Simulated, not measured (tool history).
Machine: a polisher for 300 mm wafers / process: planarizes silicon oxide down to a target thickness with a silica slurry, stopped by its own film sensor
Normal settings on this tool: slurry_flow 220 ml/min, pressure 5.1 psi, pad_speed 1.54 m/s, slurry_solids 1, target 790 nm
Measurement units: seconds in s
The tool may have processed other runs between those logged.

| run | day | slurry_flow | pressure | pad_speed | slurry_solids | target | incoming thickness of the incoming film, nm | seconds |
|---|---|---|---|---|---|---|---|---|
| 1 | 0 | 220 | 5.1 | 1.54 | 1 | 790 | 1271.1 | 100.3 |
| 2 | 0.304 | 220 | 5.1 | 1.54 | 1 | 790 | 1263.2 | 102.6 |
| 3 | 0.708 | 220 | 5.1 | 1.54 | 1 | 790 | 1258.2 | 103.8 |
|  | 0.875 | conditioning disc replaced and pad reconditioned |
|  | 1.312 | worn pad replaced by a new one |
| 4 | 1.333 | 260 | 5.1 | 1.78 | 1 | 790 | 1254.9 | 80.5 |
| 5 | 1.671 | 260 | 5.1 | 1.78 | 1 | 790 | 1294.8 | 86.8 |
| 6 | 2.125 | 260 | 5.1 | 1.78 | 1 | 790 | 1257 | 82 |
| 7 | 2.421 | 220 | 5.1 | 1.54 | 1 | 662 | 1263 | 116.5 |
| 8 | 3.333 | 220 | 5.1 | 1.54 | 1 | 662 | 1269.3 | 123.3 |
| 9 | 3.929 | 220 | 5.1 | 1.54 | 1 | 662 | 1258.9 | 119.5 |
| 10 | 4.483 | 220 | 5.9 | 1.54 | 1 | 790 | 1279.9 | 88.4 |
| 11 | 4.75 | 220 | 5.9 | 1.54 | 1 | 790 | 1265.9 | 86.6 |
| 12 | 5.412 | 220 | 5.1 | 1.54 | 1 | 790 | 1247.4 | 95.9 |
| 13 | 5.808 | 220 | 5.7 | 1.54 | 0.9 | 790 | 1284 | 98.6 |
|  | 6.062 | worn pad replaced by a new one, of another model than before |
| 14 | 6.162 | 190 | 5.1 | 1.94 | 1 | 790 | 1264.7 | 74 |
|  | 6.504 | conditioning disc replaced and pad reconditioned |
| 15 | 6.525 | 275 | 6.6 | 1.7 | 0.75 | 790 | 1265.2 | 78.3 |
| 16 | 6.746 | 155 | 6.1 | 1.32 | 1 | 790 | 1283.8 | 107.1 |
|  | 7.404 | slurry nozzle cleaned |
| 17 | 7.425 | 280 | 5.1 | 1.54 | 0.9 | 921 | 1261.9 | 68.5 |
|  | 7.683 | head pressure recalibrated |
| 18 | 7.988 | 180 | 5.1 | 1.28 | 1.15 | 927 | 1276 | 82.6 |
|  | 8.217 | slurry blender recalibrated |
| 19 | 8.383 | 220 | 5.1 | 1.54 | 1 | 790 | 1285 | 101.6 |
| 20 | 8.871 | 220 | 5.1 | 1.54 | 1 | 953 | 1261.3 | 62.5 |
| 21 | 9.425 | 220 | 5.1 | 1.54 | 1 | 790 | 1269.3 | 97.9 |
| 22 | 10.171 | 175 | 4.3 | 1.54 | 0.85 | 951 | 1258.8 | 77.8 |
| 23 | 10.642 | 220 | 5.1 | 1 | 1.15 | 790 | 1273 | 156.8 |
|  | 11.079 | worn pad replaced by a new one |
|  | 11.179 | conditioning disc replaced and pad reconditioned |
| 24 | 11.267 | 220 | 5.1 | 1.54 | 1 | 790 | 1263.9 | 93.6 |
| 25 | 11.546 | 220 | 5.1 | 1.94 | 1 | 920 | 1269.7 | 54.9 |

Here are 4 independent what-if runs from the current tool condition. What would each one return?
| A | 11.562 | 220 | 5.1 | 1.54 | 1 | 790 | 1264.5 | ? |
| B | 11.562 | 220 | 5.1 | 1.88 | 1 | 790 | 1264.5 | ? |
| C | 11.562 | 170 | 5.1 | 1.24 | 0.85 | 790 | 1264.5 | ? |
| D | 11.562 | 255 | 4.1 | 1.54 | 1 | 790 | 1264.5 | ? |

| run | seconds |
|---|---|
| A | 92.6 |
| B | 76.6 |
| C | 124.5 |
| D | 102.2 |
The same runs, with their run-to-run variation unchanged, on a tool lacking any hidden condition would have given:
| run | seconds |
|---|---|
| A | 92.2 |
| B | 76.3 |
| C | 124 |
| D | 101.8 |

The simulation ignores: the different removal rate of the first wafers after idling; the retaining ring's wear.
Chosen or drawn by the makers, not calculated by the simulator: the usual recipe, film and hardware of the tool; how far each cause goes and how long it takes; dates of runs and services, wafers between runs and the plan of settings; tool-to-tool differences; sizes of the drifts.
